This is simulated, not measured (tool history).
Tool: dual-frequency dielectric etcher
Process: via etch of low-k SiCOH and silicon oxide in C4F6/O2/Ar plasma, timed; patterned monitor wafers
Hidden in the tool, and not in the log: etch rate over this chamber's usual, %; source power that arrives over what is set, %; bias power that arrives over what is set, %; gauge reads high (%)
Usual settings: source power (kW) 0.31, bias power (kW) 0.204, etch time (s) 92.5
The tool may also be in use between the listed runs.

run,day,source power (kW),bias power (kW),etch time (s),wafers since the last listed run,hours since the last wet clean,hours since the last source power generator calibration,hours since the last bias power generator calibration,hours since the last upper electrode change,hours since the gauge calibration,"read-back reference wafer on the same gauge, depth_nm",mean etch depth across the wafer (angstrom)
1,0,0.31,0.204,92.5,0,483.9,1715.9,1290.4,2749.2,866.1,314.8,2633
2,1.283,0.31,0.204,92.5,355,514.7,1746.7,1321.2,2780,896.9,315.6,2638
# day 3.017: wet clean of the chamber
3,3.667,0.31,0.204,76.5,383,15.6,1803.9,1378.4,2837.2,954.1,314.4,2275
4,5.888,0.31,0.204,92.5,615,68.9,1857.2,1431.7,2890.5,1007.4,314.9,2760
5,7.508,0.31,0.204,92.5,449,107.8,1896.1,1470.6,2929.4,1046.3,314.3,2747
6,9.954,0.31,0.204,92.5,677,166.5,1954.8,1529.3,2988.1,1105,314.6,2740
7,11.329,0.31,0.165,92.5,381,199.5,1987.8,1562.3,3021.1,1138,315,2409
8,12.779,0.31,0.165,92.5,401,234.3,2022.6,1597.1,3055.9,1172.8,314.9,2418
9,15.671,0.31,0.165,92.5,801,303.7,2092,1666.5,3125.3,1242.2,315.6,2416
# day 15.754: gauge calibrated
# day 18.3: bias power generator calibrated
10,18.625,0.31,0.187,70.5,772,374.6,2162.9,7.8,3196.2,68.9,314.9,1911
# day 20.692: upper electrode replaced
11,21.617,0.31,0.187,70.5,551,446.4,2234.7,79.6,22.2,140.7,315.1,1889
12,22.962,0.31,0.187,70.5,372,478.7,2267,111.9,54.5,173,315.5,1884
13,25.162,0.26,0.237,74,609,531.5,2319.8,164.7,107.3,225.8,314.9,1999
# day 26.738: wet clean of the chamber
14,26.758,0.26,0.243,106,165,0.5,2358.1,203,145.6,264.1,315.3,3016
15,27.346,0.31,0.22,69,162,14.6,2372.2,217.1,159.7,278.2,315.2,2086
16,29.183,0.31,0.204,116.5,509,58.7,2416.3,261.2,203.8,322.3,314.6,3353
17,30.696,0.31,0.204,92.5,419,95,2452.6,297.5,240.1,358.6,314.4,2672
# day 31.088: source power generator calibrated
18,31.854,0.31,0.204,67.5,274,122.8,18.4,325.3,267.9,386.4,315,1937
19,33.1,0.31,0.204,67.5,345,152.7,48.3,355.2,297.8,416.3,314.7,1935
20,34.429,0.31,0.204,92.5,368,184.6,80.2,387.1,329.7,448.2,315.2,2644
21,36.804,0.31,0.204,92.5,658,241.6,137.2,444.1,386.7,505.2,314.7,2625
22,39.338,0.28,0.181,70.5,702,302.4,198,504.9,447.5,566,315.1,1749
23,42.104,0.31,0.204,92.5,766,368.8,264.4,571.3,513.9,632.4,315.1,2605
24,44.554,0.38,0.204,70.5,679,427.6,323.2,630.1,572.7,691.2,315.1,2235

Forecast each of these 5 alternatives for the next run:
A,44.571,0.28,0.204,92.5,4,428,323.6,630.5,573.1,691.6,?,?
B,44.571,0.31,0.242,92.5,4,428,323.6,630.5,573.1,691.6,?,?
C,44.571,0.34,0.204,101.5,4,428,323.6,630.5,573.1,691.6,?,?
D,44.571,0.34,0.25,81.5,4,428,323.6,630.5,573.1,691.6,?,?
E,44.571,0.31,0.217,106.5,4,428,323.6,630.5,573.1,691.6,?,?

run,"read-back reference wafer on the same gauge, depth_nm",mean etch depth across the wafer (angstrom)
A,314.8,2439
B,314.8,2841
C,314.8,3014
D,314.8,2686
E,314.8,3092
Without the tool's hidden state the same runs would have given:
run,mean etch depth across the wafer (angstrom)
A,2510
B,2923
C,3102
D,2763
E,3182
